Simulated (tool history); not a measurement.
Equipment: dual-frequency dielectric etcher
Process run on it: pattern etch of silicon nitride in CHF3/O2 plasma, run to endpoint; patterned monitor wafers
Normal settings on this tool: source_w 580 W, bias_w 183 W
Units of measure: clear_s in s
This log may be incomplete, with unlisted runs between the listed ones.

| run | day | source_w | bias_w | incoming incoming film thickness, nm | clear_s |
|---|---|---|---|---|---|
| 1 | 0 | 580 | 183 | 97.3 | 57.9 |
| 2 | 2.017 | 580 | 183 | 95.9 | 56.9 |
| 3 | 3.117 | 580 | 183 | 97.1 | 57.8 |
| 4 | 4.492 | 670 | 183 | 98.5 | 54 |
| 5 | 7.112 | 670 | 183 | 98.3 | 53.8 |
|  | 9.358 | wet clean of the chamber |
| 6 | 9.379 | 670 | 183 | 98.6 | 53.2 |
| 7 | 10.521 | 470 | 183 | 97.4 | 65.6 |
| 8 | 13.408 | 470 | 183 | 97.3 | 65.7 |
| 9 | 15.958 | 630 | 183 | 97.6 | 55 |
| 10 | 17.312 | 630 | 183 | 97.6 | 54.7 |
| 11 | 18.746 | 580 | 183 | 98.4 | 58.2 |
| 12 | 21.488 | 580 | 183 | 96.8 | 57.1 |
| 13 | 24.138 | 580 | 183 | 97.8 | 58.1 |
|  | 24.958 | bias power generator calibrated |
| 14 | 25.65 | 580 | 183 | 97.9 | 58.3 |
| 15 | 28.121 | 580 | 183 | 98.2 | 58.3 |
| 16 | 29.55 | 580 | 183 | 97.3 | 58 |
|  | 30.683 | wet clean of the chamber |
| 17 | 31.062 | 720 | 183 | 98.2 | 50.9 |
| 18 | 32.225 | 580 | 183 | 98.1 | 57.9 |
| 19 | 33.554 | 640 | 141 | 97.9 | 57.7 |
| 20 | 35.158 | 580 | 183 | 97.7 | 57.7 |
| 21 | 37.7 | 580 | 183 | 98.7 | 58.5 |
| 22 | 40.758 | 540 | 199 | 97.3 | 58.9 |
|  | 45.458 | source power generator calibrated |
| 23 | 45.479 | 580 | 202 | 97.8 | 58.2 |
| 24 | 47.229 | 450 | 204 | 97.3 | 68.4 |
|  | 49.712 | upper electrode replaced |
|  | 50.554 | wet clean of the chamber |
| 25 | 50.575 | 580 | 183 | 98 | 58.9 |
| 26 | 52.633 | 580 | 159 | 98 | 60.9 |
| 27 | 54.692 | 580 | 163 | 97.6 | 60.4 |
| 28 | 57.675 | 680 | 138 | 97.1 | 56.8 |
| 29 | 60.404 | 580 | 183 | 97.6 | 58.5 |
| 30 | 61.879 | 640 | 144 | 97.9 | 59 |
| 31 | 64.225 | 460 | 217 | 97.7 | 65.4 |
| 32 | 67.217 | 670 | 210 | 98.2 | 52.6 |

Each row is a separate what-if for the run after 32, all from the same tool condition, not one after another. Results?
| A | 67.233 | 580 | 183 | 97.9 | ? |
| B | 67.233 | 490 | 154 | 97.9 | ? |
| C | 67.233 | 720 | 221 | 97.9 | ? |

| run | clear_s |
|---|---|
| A | 59.3 |
| B | 69.1 |
| C | 49.7 |
What these runs would have given with no unlogged condition in the tool:
| run | clear_s |
|---|---|
| A | 59.2 |
| B | 69 |
| C | 49.7 |
